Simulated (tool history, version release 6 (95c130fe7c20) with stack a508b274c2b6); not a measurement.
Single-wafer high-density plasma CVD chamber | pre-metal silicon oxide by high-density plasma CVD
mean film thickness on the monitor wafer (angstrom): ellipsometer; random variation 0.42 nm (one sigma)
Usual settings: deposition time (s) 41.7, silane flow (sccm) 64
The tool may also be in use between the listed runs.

run    day  deposition time (s)  silane flow (sccm)  wafers since the last listed run  hours since the silane flow controller was replaced  hours since the gauge calibration  read-back reference wafer on the same gauge, thickness_nm  mean film thickness on the monitor wafer (angstrom)
  1  0.000                 41.7                  64                                 0                                               4564.7                               10.5                                                    239.932                                              2824.33
  2  0.596                 41.7                  64                               455                                               4579.0                               24.8                                                    239.936                                              2826.04
  3  1.125                 41.7                  64                               404                                               4591.7                               37.5                                                    239.928                                              2825.07
  4  1.683                 41.7                  64                               426                                               4605.1                               50.9                                                    239.999                                              2828.94
  5  2.229                 41.7                  64                               417                                               4618.2                               64.0                                                    240.231                                              2836.08
  6  2.617                 41.7                  64                               296                                               4627.5                               73.3                                                    240.296                                              2826.31
  7  3.279                 41.7                  64                               506                                               4643.4                               89.2                                                    240.424                                              2835.37
  8  3.988                 49.4                  70                               541                                               4660.4                              106.2                                                    240.705                                              3672.39
  9  4.688                 49.6                  52                               534                                               4677.2                              123.0                                                    240.971                                              2744.85
     5.000  -- gauge calibrated
     5.350  -- silane flow controller replaced
 10  5.371                 36.2                  69                               267                                                  0.5                                8.9                                                    239.924                                              2648.57
 11  5.579                 35.3                  57                               159                                                  5.5                               13.9                                                    240.061                                              2133.83
 12  6.021                 49.4                  70                               337                                                 16.1                               24.5                                                    240.080                                              3660.55
 13  7.208                 41.7                  64                               907                                                 44.6                               53.0                                                    240.201                                              2830.06
 14  7.625                 33.4                  73                               318                                                 54.6                               63.0                                                    240.318                                              2592.94
 15  8.700                 48.4                  56                               821                                                 80.4                               88.8                                                    240.613                                              2886.83

4 ways to go on from here, each from the tool as it stands after run 15. What would each give?
  A  8.717                 41.7                  64                                12                                                 80.8                               89.2                                                          ?                                                    ?
  B  8.717                 41.7                  68                                12                                                 80.8                               89.2                                                          ?                                                    ?
  C  8.717                 46.0                  70                                12                                                 80.8                               89.2                                                          ?                                                    ?
  D  8.717                 39.2                  59                                12                                                 80.8                               89.2                                                          ?                                                    ?

run  read-back reference wafer on the same gauge, thickness_nm  mean film thickness on the monitor wafer (angstrom)
  A                                                    240.582                                              2832.30
  B                                                    240.582                                              3009.31
  C                                                    240.582                                              3417.26
  D                                                    240.582                                              2454.49
Without the tool's hidden state the same runs would have given:
run  mean film thickness on the monitor wafer (angstrom)
  A                                              2825.46
  B                                              3002.05
  C                                              3409.02
  D                                              2448.57
